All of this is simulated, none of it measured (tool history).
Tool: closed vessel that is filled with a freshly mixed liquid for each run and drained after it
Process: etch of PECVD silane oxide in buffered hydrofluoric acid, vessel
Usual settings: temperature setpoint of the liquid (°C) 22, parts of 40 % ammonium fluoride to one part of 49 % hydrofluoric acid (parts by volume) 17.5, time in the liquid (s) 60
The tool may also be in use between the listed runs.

| run | day | temperature setpoint of the liquid (°C) | parts of 40 % ammonium fluoride to one part of 49 % hydrofluoric acid (parts by volume) | time in the liquid (s) | read-back film thickness of the PECVD silane oxide reference wafer, read on the same gauge (nm) | thickness taken off the PECVD silane oxide on a monitor wafer (Å) |
|---|---|---|---|---|---|---|
| 1 | 0 | 22 | 12 | 60 | 150 | 1453.5 |
| 2 | 3.792 | 22 | 12 | 60 | 149.98 | 1420.7 |
| 3 | 9.562 | 22 | 17.5 | 60 | 149.98 | 971.8 |
| 4 | 13.067 | 22 | 17.5 | 60 | 150 | 972.1 |
| 5 | 17.067 | 22 | 17.5 | 60 | 150 | 970 |
| 6 | 20.254 | 22 | 17.5 | 60 | 150 | 971.4 |
|  | 23.592 | thermometer replaced |
| 7 | 23.879 | 22 | 17.5 | 60 | 150 | 1095.4 |
|  | 25.692 | gauge calibrated |
| 8 | 26.692 | 22 | 17.5 | 60 | 150.02 | 1081.6 |
| 9 | 30.725 | 22 | 17.5 | 60 | 150 | 1084.7 |
| 10 | 35 | 22 | 17.5 | 60 | 150.01 | 1061.6 |
| 11 | 38.129 | 22 | 17.5 | 60 | 150 | 1087.3 |
|  | 40.942 | hydrofluoric acid flow meter replaced |
| 12 | 40.962 | 22 | 17.5 | 60 | 150 | 1048.4 |
| 13 | 42.858 | 24 | 17.5 | 40 | 150.01 | 796.3 |
| 14 | 45.854 | 26.5 | 15.5 | 35 | 150.03 | 898.8 |
| 15 | 49.788 | 22 | 17.5 | 60 | 150.01 | 1066.9 |
| 16 | 52.371 | 17.5 | 14 | 40 | 150 | 670.9 |
| 17 | 55.917 | 25 | 22.5 | 80 | 150.02 | 1345.9 |
| 18 | 60.158 | 17.5 | 15 | 95 | 150 | 1503.5 |
| 19 | 61.788 | 22 | 17.5 | 60 | 150.02 | 1042.4 |
| 20 | 64.7 | 22 | 17.5 | 60 | 149.99 | 1038.7 |
| 21 | 68.221 | 22 | 11.5 | 95 | 150 | 2462.4 |
| 22 | 72.588 | 22 | 17.5 | 60 | 150 | 1021.3 |
| 23 | 75.162 | 22 | 24 | 75 | 150.02 | 989.9 |
| 24 | 77.429 | 18.5 | 24.5 | 60 | 150.01 | 639.7 |

Some steps in thickness taken off the PECVD silane oxide on a monitor wafer (Å) between neighbouring runs. How much of each would the tool show without its hidden state too (settings, what came in, random variation), and how much is left for the hidden state, with any gauge scatter that isn't in both results?
The hidden state here: liquid colder than its thermometer reads (K); hydrofluoric acid flow above the setpoint (%); gauge reads high (%).
Run 6 -> 7: thermometer replaced. thickness taken off the PECVD silane oxide on a monitor wafer (Å) +124: hidden state +123.2, all else +0.8.
Run 20 -> 21: parts of 40 % ammonium fluoride to one part of 49 % hydrofluoric acid (parts by volume) 17.5 -> 11.5, time in the liquid (s) 60 -> 95. thickness taken off the PECVD silane oxide on a monitor wafer (Å) +1423.7: hidden state -96.9, all else +1520.6.
Run 21 -> 22: parts of 40 % ammonium fluoride to one part of 49 % hydrofluoric acid (parts by volume) 11.5 -> 17.5, time in the liquid (s) 95 -> 60. thickness taken off the PECVD silane oxide on a monitor wafer (Å) -1441.1: hidden state +87, all else -1528.1.
